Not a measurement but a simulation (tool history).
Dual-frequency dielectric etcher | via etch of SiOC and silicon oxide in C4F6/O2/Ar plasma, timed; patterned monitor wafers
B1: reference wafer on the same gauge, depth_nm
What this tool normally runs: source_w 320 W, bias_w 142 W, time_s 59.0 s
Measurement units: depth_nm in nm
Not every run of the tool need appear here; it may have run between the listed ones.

{"run": 1, "day": 0.0, "source_w": 320, "bias_w": 142, "time_s": 59.0, "B1": 65.7, "depth_nm": 63.1}
{"run": 2, "day": 10.846, "source_w": 320, "bias_w": 142, "time_s": 59.0, "B1": 65.7, "depth_nm": 63.7}
{"run": 3, "day": 12.812, "source_w": 320, "bias_w": 142, "time_s": 59.0, "B1": 65.7, "depth_nm": 63.5}
{"run": 4, "day": 16.492, "source_w": 320, "bias_w": 167, "time_s": 59.0, "B1": 65.7, "depth_nm": 68.0}
{"run": 5, "day": 19.538, "source_w": 320, "bias_w": 142, "time_s": 59.0, "B1": 65.7, "depth_nm": 64.2}
{"day": 21.608, "done": "wet clean of the chamber"}
{"run": 6, "day": 23.633, "source_w": 370, "bias_w": 118, "time_s": 59.0, "B1": 65.8, "depth_nm": 61.9}
{"run": 7, "day": 28.067, "source_w": 370, "bias_w": 118, "time_s": 59.0, "B1": 65.7, "depth_nm": 61.1}
{"run": 8, "day": 30.058, "source_w": 370, "bias_w": 118, "time_s": 59.0, "B1": 65.7, "depth_nm": 62.0}
{"run": 9, "day": 31.717, "source_w": 320, "bias_w": 142, "time_s": 46.0, "B1": 65.7, "depth_nm": 49.5}
{"run": 10, "day": 34.025, "source_w": 300, "bias_w": 170, "time_s": 59.0, "B1": 65.8, "depth_nm": 67.8}
{"day": 34.8, "done": "gauge calibrated"}
{"run": 11, "day": 37.262, "source_w": 300, "bias_w": 170, "time_s": 59.0, "B1": 65.6, "depth_nm": 67.6}
{"run": 12, "day": 39.638, "source_w": 320, "bias_w": 142, "time_s": 71.0, "B1": 65.7, "depth_nm": 76.3}
{"run": 13, "day": 41.488, "source_w": 380, "bias_w": 111, "time_s": 50.5, "B1": 65.7, "depth_nm": 51.6}
{"run": 14, "day": 44.454, "source_w": 320, "bias_w": 142, "time_s": 59.0, "B1": 65.6, "depth_nm": 63.0}
{"run": 15, "day": 47.175, "source_w": 320, "bias_w": 142, "time_s": 53.0, "B1": 65.8, "depth_nm": 57.0}
{"day": 50.625, "done": "wet clean of the chamber"}
{"run": 16, "day": 51.188, "source_w": 320, "bias_w": 132, "time_s": 70.5, "B1": 65.7, "depth_nm": 72.7}
{"day": 51.838, "done": "source power generator calibrated"}
{"day": 52.454, "done": "bias power generator calibrated"}
{"run": 17, "day": 53.521, "source_w": 320, "bias_w": 142, "time_s": 59.0, "B1": 65.9, "depth_nm": 62.5}
{"run": 18, "day": 56.5, "source_w": 290, "bias_w": 115, "time_s": 64.0, "B1": 65.7, "depth_nm": 57.8}
{"run": 19, "day": 59.825, "source_w": 320, "bias_w": 142, "time_s": 59.0, "B1": 65.7, "depth_nm": 62.8}
{"day": 62.588, "done": "upper electrode replaced"}
{"run": 20, "day": 62.608, "source_w": 390, "bias_w": 124, "time_s": 76.5, "B1": 65.8, "depth_nm": 82.2}
{"run": 21, "day": 66.308, "source_w": 320, "bias_w": 117, "time_s": 59.0, "B1": 65.7, "depth_nm": 57.4}
{"run": 22, "day": 68.662, "source_w": 360, "bias_w": 142, "time_s": 59.0, "B1": 65.7, "depth_nm": 65.9}
{"run": 23, "day": 73.008, "source_w": 270, "bias_w": 142, "time_s": 67.0, "B1": 65.7, "depth_nm": 65.7}
{"day": 76.067, "done": "wet clean of the chamber"}
{"run": 24, "day": 76.088, "source_w": 280, "bias_w": 127, "time_s": 59.0, "B1": 65.7, "depth_nm": 56.0}
{"run": 25, "day": 79.254, "source_w": 320, "bias_w": 142, "time_s": 59.0, "B1": 65.8, "depth_nm": 63.0}
{"run": 26, "day": 82.742, "source_w": 320, "bias_w": 158, "time_s": 59.0, "B1": 65.7, "depth_nm": 67.4}
{"run": 27, "day": 91.325, "source_w": 360, "bias_w": 115, "time_s": 49.0, "B1": 65.6, "depth_nm": 49.7}
{"run": 28, "day": 94.65, "source_w": 290, "bias_w": 173, "time_s": 66.0, "B1": 65.6, "depth_nm": 73.0}
{"run": 29, "day": 97.917, "source_w": 240, "bias_w": 142, "time_s": 59.0, "B1": 65.6, "depth_nm": 55.2}

Run 30 comes next. What will it give?
{"run": 30, "day": 102.171, "source_w": 390, "bias_w": 175, "time_s": 50.5, "B1": "?", "depth_nm": "?"}

B1: 65.7
depth_nm: 65.1 nm
With no hidden state in the tool, this same run would have given depth_nm 64.1 nm.
